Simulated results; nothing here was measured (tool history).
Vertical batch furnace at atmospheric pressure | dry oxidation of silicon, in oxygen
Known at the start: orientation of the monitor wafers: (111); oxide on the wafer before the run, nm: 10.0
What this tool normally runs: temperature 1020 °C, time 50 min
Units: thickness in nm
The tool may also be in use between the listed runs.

run,hour,temperature,time,"read-back reference wafer on the same gauge, thickness",thickness
1,0,1020,50,82.08,71.69
2,14.1,1020,50,81.95,71.46
3,38.9,1006,50,82.02,64.75
4,72.2,1006,50,82.03,65.06
5,100.6,1006,50,81.87,65.31
# hour 134.2: boat lift adjusted
6,134.7,1026,50,81.92,73.98
7,154.6,1020,50,81.9,71.17
8,186.4,1020,50,81.92,71.11
9,200.2,1020,50,81.81,71.27
10,212.3,1010,50,81.94,66.78
11,229.2,1043,42,81.95,73.6
# hour 235.6: gauge calibrated
# hour 261.6: thermocouples replaced and temperature profile calibrated
12,262.1,1020,50,82.79,71.95
13,277.2,1005,62.5,82.68,74.76
14,289.3,1035,29.5,82.43,56.97
15,308.6,1001,30.5,82.46,46.26
16,325.1,1020,50,82.41,72.11
17,339.3,1001,30.5,82.32,46.09
18,371.9,1020,59.5,82.01,79.61
19,400.7,1027,57.5,81.98,81.25
20,415,1033,72,82.04,97.34

What if the next run were any one of these 4? Each begins from the tool's condition after run 20:
A,419.2,1020,50,?,?
B,419.2,998,67.5,?,?
C,419.2,998,70.5,?,?
D,419.2,1037,56.5,?,?

run,"read-back reference wafer on the same gauge, thickness",thickness
A,81.92,71.22
B,81.92,73.51
C,81.92,75.54
D,81.92,85.16
What these runs would have given with no unlogged condition in the tool:
run,thickness
A,72.29
B,74.61
C,76.67
D,86.43

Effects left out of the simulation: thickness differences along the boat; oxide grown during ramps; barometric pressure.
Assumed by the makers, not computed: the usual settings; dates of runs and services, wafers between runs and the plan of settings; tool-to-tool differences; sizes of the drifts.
